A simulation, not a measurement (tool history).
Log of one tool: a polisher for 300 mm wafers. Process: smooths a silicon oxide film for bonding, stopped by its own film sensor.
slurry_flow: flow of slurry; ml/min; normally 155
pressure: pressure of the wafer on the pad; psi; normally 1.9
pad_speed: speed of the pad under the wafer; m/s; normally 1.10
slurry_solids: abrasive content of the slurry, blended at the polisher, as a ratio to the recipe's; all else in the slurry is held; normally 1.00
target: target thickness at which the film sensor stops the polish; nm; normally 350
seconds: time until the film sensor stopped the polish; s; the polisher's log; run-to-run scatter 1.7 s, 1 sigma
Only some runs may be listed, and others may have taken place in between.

run	day	slurry_flow	pressure	pad_speed	slurry_solids	target	incoming thickness of the incoming film, nm	seconds
1	0.000	155	1.9	1.10	1.00	350	438.9	132.2
# day 0.596: slurry blender recalibrated
# day 0.842: slurry nozzle cleaned
2	2.338	155	1.9	1.10	1.00	350	436.0	129.9
# day 6.008: worn pad replaced by a new one
# day 10.742: slurry blender recalibrated
3	13.242	155	1.9	1.10	1.00	350	441.4	139.5
# day 13.696: worn pad replaced by a new one
4	14.862	155	1.9	1.10	1.00	350	446.1	139.8
# day 15.508: head pressure recalibrated
5	17.392	155	1.9	1.10	1.00	350	439.7	131.8
# day 19.038: slurry nozzle cleaned
6	19.121	155	1.9	1.10	1.00	350	440.3	132.8
# day 21.704: worn pad replaced by a new one
7	21.721	155	1.9	1.10	1.00	350	438.8	123.3
# day 22.400: slurry blender recalibrated
8	23.575	155	2.2	1.10	0.70	325	438.0	173.6
9	25.642	155	1.9	1.10	0.75	372	448.1	133.6
10	29.154	155	1.4	1.10	0.85	350	443.5	204.9
# day 31.212: worn pad replaced by a new one
# day 32.125: slurry blender recalibrated
11	32.779	155	1.9	1.10	1.00	350	439.8	130.0
12	35.192	175	1.4	1.28	1.00	325	443.0	203.0
# day 38.604: slurry nozzle cleaned
# day 39.162: worn pad replaced by a new one
13	39.183	125	1.6	1.10	0.90	321	433.9	203.0
14	42.342	155	1.9	1.10	1.00	350	437.0	130.2

4 options for the next run, each taken on its own from the tool as it stands now. Forecast them:
A	42.362	155	1.9	1.10	1.00	350	436.5	?
B	42.362	155	1.9	1.26	1.00	350	436.5	?
C	42.362	155	1.9	1.24	0.80	329	436.5	?
D	42.362	105	2.4	1.10	1.00	350	436.5	?

run	seconds
A	128.1
B	114.9
C	163.0
D	108.0
Without the tool's unlogged condition, the same runs would have read:
run	seconds
A	120.8
B	108.4
C	153.8
D	101.8
